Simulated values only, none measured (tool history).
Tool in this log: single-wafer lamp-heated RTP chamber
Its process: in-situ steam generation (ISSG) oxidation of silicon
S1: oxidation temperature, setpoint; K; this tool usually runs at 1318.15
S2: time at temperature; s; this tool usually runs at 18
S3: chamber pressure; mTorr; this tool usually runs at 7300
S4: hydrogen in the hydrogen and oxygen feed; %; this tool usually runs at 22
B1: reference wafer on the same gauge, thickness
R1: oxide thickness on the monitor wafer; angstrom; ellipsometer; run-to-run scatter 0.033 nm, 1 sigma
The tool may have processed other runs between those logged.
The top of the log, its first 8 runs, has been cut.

{"run": 9, "hour": 426.9, "S1": 1318.15, "S2": 18, "S3": 7300, "S4": 22, "B1": 5.973, "R1": 70.06}
{"run": 10, "hour": 466.7, "S1": 1335.15, "S2": 18, "S3": 7300, "S4": 27, "B1": 5.979, "R1": 80.46}
{"hour": 535.8, "done": "pressure gauge zeroed"}
{"run": 11, "hour": 536.3, "S1": 1330.15, "S2": 23, "S3": 6900, "S4": 16, "B1": 5.972, "R1": 78.55}
{"run": 12, "hour": 581.5, "S1": 1313.15, "S2": 22, "S3": 7800, "S4": 22, "B1": 5.969, "R1": 75.19}
{"run": 13, "hour": 628.9, "S1": 1327.15, "S2": 18, "S3": 7300, "S4": 13, "B1": 5.973, "R1": 65.02}
{"run": 14, "hour": 700.2, "S1": 1318.15, "S2": 18, "S3": 7300, "S4": 22, "B1": 5.97, "R1": 69.76}
{"run": 15, "hour": 727.6, "S1": 1300.15, "S2": 24, "S3": 7300, "S4": 18, "B1": 5.966, "R1": 71.54}
{"run": 16, "hour": 796.4, "S1": 1300.15, "S2": 12, "S3": 7300, "S4": 18, "B1": 5.968, "R1": 50.49}
{"hour": 833.8, "done": "pyrometer window cleaned and pyrometer calibrated"}
{"hour": 852.3, "done": "hydrogen flow controller replaced"}
{"run": 17, "hour": 852.8, "S1": 1318.15, "S2": 18, "S3": 7300, "S4": 22, "B1": 5.97, "R1": 69.52}
{"run": 18, "hour": 878.9, "S1": 1327.15, "S2": 18, "S3": 7300, "S4": 13, "B1": 5.969, "R1": 63.88}
{"run": 19, "hour": 930.6, "S1": 1318.15, "S2": 18, "S3": 7300, "S4": 22, "B1": 5.977, "R1": 69.1}
{"run": 20, "hour": 974.1, "S1": 1331.15, "S2": 25, "S3": 7300, "S4": 22, "B1": 5.972, "R1": 88.62}
{"run": 21, "hour": 1024.3, "S1": 1306.15, "S2": 18, "S3": 7300, "S4": 22, "B1": 5.969, "R1": 65.43}
{"hour": 1054.9, "done": "gauge calibrated"}
{"run": 22, "hour": 1062.2, "S1": 1318.15, "S2": 18, "S3": 7300, "S4": 22, "B1": 5.972, "R1": 69.26}
{"run": 23, "hour": 1114.5, "S1": 1318.15, "S2": 18, "S3": 6900, "S4": 22, "B1": 5.969, "R1": 69.58}
{"run": 24, "hour": 1177.9, "S1": 1318.15, "S2": 18, "S3": 7300, "S4": 22, "B1": 5.968, "R1": 70.17}
{"run": 25, "hour": 1230.8, "S1": 1318.15, "S2": 18, "S3": 7300, "S4": 22, "B1": 5.971, "R1": 70.86}
{"run": 26, "hour": 1276.6, "S1": 1336.15, "S2": 18, "S3": 7300, "S4": 22, "B1": 5.973, "R1": 78.71}
{"run": 27, "hour": 1325.0, "S1": 1318.15, "S2": 18, "S3": 8700, "S4": 30, "B1": 5.971, "R1": 76.43}
{"run": 28, "hour": 1377.7, "S1": 1318.15, "S2": 18, "S3": 7300, "S4": 22, "B1": 5.971, "R1": 72.57}
{"hour": 1387.2, "done": "pyrometer window cleaned and pyrometer calibrated"}
{"run": 29, "hour": 1439.5, "S1": 1318.15, "S2": 23, "S3": 7300, "S4": 22, "B1": 5.972, "R1": 78.14}
{"run": 30, "hour": 1468.4, "S1": 1335.15, "S2": 15, "S3": 6900, "S4": 31, "B1": 5.972, "R1": 75.88}
{"run": 31, "hour": 1499.8, "S1": 1303.15, "S2": 16, "S3": 7800, "S4": 22, "B1": 5.97, "R1": 60.78}
{"run": 32, "hour": 1538.6, "S1": 1318.15, "S2": 18, "S3": 7300, "S4": 22, "B1": 5.965, "R1": 69.16}

Consider 3 possible next runs. They are alternatives, not a sequence: every one starts from the tool as it was left by run 32. What does each give?
{"run": "A", "hour": 1539.1, "S1": 1318.15, "S2": 18, "S3": 7300, "S4": 22, "B1": "?", "R1": "?"}
{"run": "B", "hour": 1539.1, "S1": 1318.15, "S2": 14, "S3": 7300, "S4": 27, "B1": "?", "R1": "?"}
{"run": "C", "hour": 1539.1, "S1": 1331.15, "S2": 14, "S3": 7900, "S4": 22, "B1": "?", "R1": "?"}

run=A B1=5.969 R1=68.77
run=B B1=5.969 R1=64.06
run=C B1=5.969 R1=64.82
Without the tool's unlogged condition, the same runs would have read:
run=A R1=68.5
run=B R1=63.83
run=C R1=64.57
